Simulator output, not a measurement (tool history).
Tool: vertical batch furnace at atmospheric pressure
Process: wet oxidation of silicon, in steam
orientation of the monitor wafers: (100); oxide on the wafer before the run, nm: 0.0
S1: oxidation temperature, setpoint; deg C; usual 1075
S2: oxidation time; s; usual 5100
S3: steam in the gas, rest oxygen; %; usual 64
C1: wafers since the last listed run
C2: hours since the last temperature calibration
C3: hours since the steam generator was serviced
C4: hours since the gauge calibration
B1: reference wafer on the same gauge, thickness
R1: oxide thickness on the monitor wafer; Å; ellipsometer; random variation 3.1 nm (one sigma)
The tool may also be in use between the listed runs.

Run 1, day 0.000: usual settings; C1 0; C2 3683.3; C3 3733.2; C4 210.2; B1 704.24. Result: R1 7021.3 Å.
Run 2, day 1.225: usual settings; C1 339; C2 3712.7; C3 3762.6; C4 239.6; B1 703.67. Result: R1 7042.7 Å.
Run 3, day 2.442: usual settings; C1 337; C2 3741.9; C3 3791.8; C4 268.8; B1 704.93. Result: R1 6985.9 Å.
Run 4, day 3.567: usual settings; C1 311; C2 3768.9; C3 3818.8; C4 295.8; B1 703.83. Result: R1 6995.3 Å.
Run 5, day 4.208: usual settings but S2 3840 s; C1 177; C2 3784.3; C3 3834.2; C4 311.2; B1 704.04. Result: R1 5929.0 Å.
Run 6, day 5.325: usual settings but S3 56 %; C1 309; C2 3811.1; C3 3861.0; C4 338.0; B1 703.77. Result: R1 6487.2 Å.
Run 7, day 6.271: usual settings but S3 56 %; C1 262; C2 3833.8; C3 3883.7; C4 360.7; B1 704.68. Result: R1 6500.2 Å.
At day 7.404: steam generator serviced.
At day 8.058: gauge calibrated.
Run 8, day 8.304: usual settings but S3 56 %; C1 286; C2 3882.6; C3 21.6; C4 5.9; B1 703.86. Result: R1 6502.0 Å.
Run 9, day 9.258: usual settings; C1 264; C2 3905.5; C3 44.5; C4 28.8; B1 702.66. Result: R1 6986.7 Å.
Run 10, day 10.254: usual settings but S1 1054 deg C, S2 2790 s, S3 58 %; C1 275; C2 3929.4; C3 68.4; C4 52.7; B1 703.16. Result: R1 4099.4 Å.
At day 11.671: thermocouples replaced and temperature profile calibrated.
Run 11, day 11.692: usual settings but S2 3240 s, S3 56 %; C1 121; C2 0.5; C3 102.9; C4 87.2; B1 704.18. Result: R1 4941.5 Å.
Run 12, day 11.875: usual settings but S1 1056 deg C, S3 55 %; C1 50; C2 4.9; C3 107.3; C4 91.6; B1 703.90. Result: R1 5847.8 Å.
Run 13, day 12.400: usual settings; C1 145; C2 17.5; C3 119.9; C4 104.2; B1 703.95. Result: R1 7033.8 Å.
Run 14, day 13.304: usual settings but S2 3840 s; C1 250; C2 39.2; C3 141.6; C4 125.9; B1 704.24. Result: R1 5959.7 Å.
Run 15, day 14.675: usual settings; C1 379; C2 72.1; C3 174.5; C4 158.8; B1 703.84. Result: R1 7036.5 Å.
Run 16, day 15.358: usual settings but S1 1100 deg C, S2 7530 s, S3 59 %; C1 189; C2 88.5; C3 190.9; C4 175.2; B1 703.54. Result: R1 9185.4 Å.
Run 17, day 16.200: usual settings but S3 74 %; C1 233; C2 108.7; C3 211.1; C4 195.4; B1 703.93. Result: R1 7626.1 Å.
Run 18, day 17.925: usual settings but S1 1053 deg C; C1 477; C2 150.1; C3 252.5; C4 236.8; B1 703.60. Result: R1 6277.1 Å.

Hidden state at the last listed run before each entry between runs and at the first one after, where it differs:
Between runs 7 and 8: steam generator serviced (day 7.404); gauge calibrated (day 8.058)
  no hidden state differs between the two runs
Between runs 10 and 11: thermocouples replaced and temperature profile calibrated (day 11.671)
  no hidden state differs between the two runs

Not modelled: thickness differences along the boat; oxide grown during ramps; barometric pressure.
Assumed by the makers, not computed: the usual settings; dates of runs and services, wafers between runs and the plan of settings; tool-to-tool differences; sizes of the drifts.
